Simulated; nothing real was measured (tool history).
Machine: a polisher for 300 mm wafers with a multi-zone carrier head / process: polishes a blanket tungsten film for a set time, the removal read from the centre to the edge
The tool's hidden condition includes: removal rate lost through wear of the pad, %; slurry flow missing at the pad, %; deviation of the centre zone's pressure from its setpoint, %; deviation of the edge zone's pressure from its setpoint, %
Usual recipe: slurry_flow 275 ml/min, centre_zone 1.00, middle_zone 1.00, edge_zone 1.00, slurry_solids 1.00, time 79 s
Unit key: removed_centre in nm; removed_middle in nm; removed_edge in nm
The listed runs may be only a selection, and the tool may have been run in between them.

run,hour,slurry_flow,centre_zone,middle_zone,edge_zone,slurry_solids,time,wafers since the last listed run,wafers polished on this pad,hours since the slurry nozzle was cleaned,hours since the centre zone pressure was calibrated,hours since the edge zone pressure was calibrated,hours since the carrier head's membrane was replaced,"incoming thickness of the incoming film, nm",removed_centre,removed_middle,removed_edge
1,0.0,275,1.05,1.05,1.00,1.00,79,0,458,738.5,909.4,558.3,1743.1,1421.4,394.1,397.3,380.8
# hour 18.9: edge zone pressure recalibrated
# hour 19.9: worn pad replaced by a new one
2,20.4,275,0.97,1.00,1.00,0.85,79,176,5,758.9,929.8,1.5,1763.5,1428.4,370.6,383.7,383.6
3,29.4,275,1.00,1.00,1.00,1.00,79,90,96,767.9,938.8,10.5,1772.5,1408.0,381.9,391.3,387.4
4,45.4,275,1.00,1.00,1.00,1.00,79,161,257,783.9,954.8,26.5,1788.5,1417.8,380.5,390.0,390.5
5,51.5,275,0.97,1.07,1.00,1.00,79,61,319,790.0,960.9,32.6,1794.6,1410.4,371.4,405.6,390.5
6,58.7,275,1.00,1.00,1.00,1.00,79,72,391,797.2,968.1,39.8,1801.8,1423.2,373.1,386.6,370.2
7,68.3,275,1.00,1.00,1.00,1.00,79,96,488,806.8,977.7,49.4,1811.4,1417.2,362.2,375.4,387.5
# hour 75.1: centre zone pressure recalibrated
8,86.2,275,1.00,1.00,1.00,1.00,79,160,648,824.7,11.1,67.3,1829.3,1410.6,361.2,370.8,361.4
# hour 92.1: worn pad replaced by a new one
9,93.6,275,0.92,1.00,1.00,1.00,79,34,14,832.1,18.5,74.7,1836.7,1423.7,358.0,393.2,386.0
10,105.0,275,1.12,1.00,1.00,0.80,79,114,129,843.5,29.9,86.1,1848.1,1395.5,411.0,377.1,382.7
# hour 118.8: slurry nozzle cleaned
11,148.9,240,1.00,1.00,1.00,1.00,72,432,562,30.1,73.8,130.0,1892.0,1413.3,329.2,337.8,336.5
12,155.4,275,1.00,0.89,1.00,1.00,79,65,627,36.6,80.3,136.5,1898.5,1400.7,360.1,336.7,365.8
# hour 162.0: carrier head's membrane replaced by a new one
13,162.5,275,1.00,1.00,1.00,1.00,79,21,649,43.7,87.4,143.6,0.5,1421.5,356.1,363.7,362.5
# hour 175.9: worn pad replaced by a new one
14,176.4,275,0.90,1.00,1.00,1.10,79,99,4,57.6,101.3,157.5,14.4,1424.2,352.7,394.8,399.5
15,181.1,275,1.00,1.00,1.05,1.20,79,47,52,62.3,106.0,162.2,19.1,1432.8,405.2,402.4,418.0
16,197.5,275,0.94,1.00,1.00,1.00,55,165,217,78.7,122.4,178.6,35.5,1433.2,245.7,270.8,272.1
17,213.6,350,1.00,1.05,1.08,1.00,69,162,379,94.8,138.5,194.7,51.6,1430.7,346.9,357.9,343.0
18,225.4,325,1.05,1.00,1.00,1.00,87,119,498,106.6,150.3,206.5,63.4,1405.3,435.7,416.8,421.8
19,235.6,275,1.00,1.00,1.00,0.75,79,102,601,116.8,160.5,216.7,73.6,1436.8,351.8,358.7,359.9
# hour 251.7: worn pad replaced by a new one
20,252.2,275,1.00,1.00,1.00,1.00,89,127,4,133.4,177.1,233.3,90.2,1428.5,432.9,445.1,446.4

Table of differences, measured result less the result of that run with no hidden state. Run-to-run variation is the same in both. Gauge scatter possibly is not:
run,removed_centre,removed_middle,removed_edge
1,-15.3,-15.3,-14.7
2,-0.3,-0.3,-0.3
3,-0.8,-0.8,-0.8
4,-3.6,-3.7,-3.8
5,-5.3,-5.8,-5.5
6,-7.9,-8.3,-7.9
7,-12.0,-12.4,-12.8
8,-22.7,-23.4,-22.8
9,-1.6,-1.8,-1.9
10,-2.8,-2.6,-2.6
11,-16.4,-16.8,-16.7
12,-22.1,-20.6,-22.4
13,-26.9,-27.6,-27.4
14,-1.3,-1.5,-1.5
15,-1.6,-1.7,-1.7
16,-2.4,-2.7,-2.7
17,-8.0,-8.3,-7.9
18,-16.4,-15.7,-15.9
19,-18.9,-19.3,-19.4
20,-5.0,-5.2,-5.2
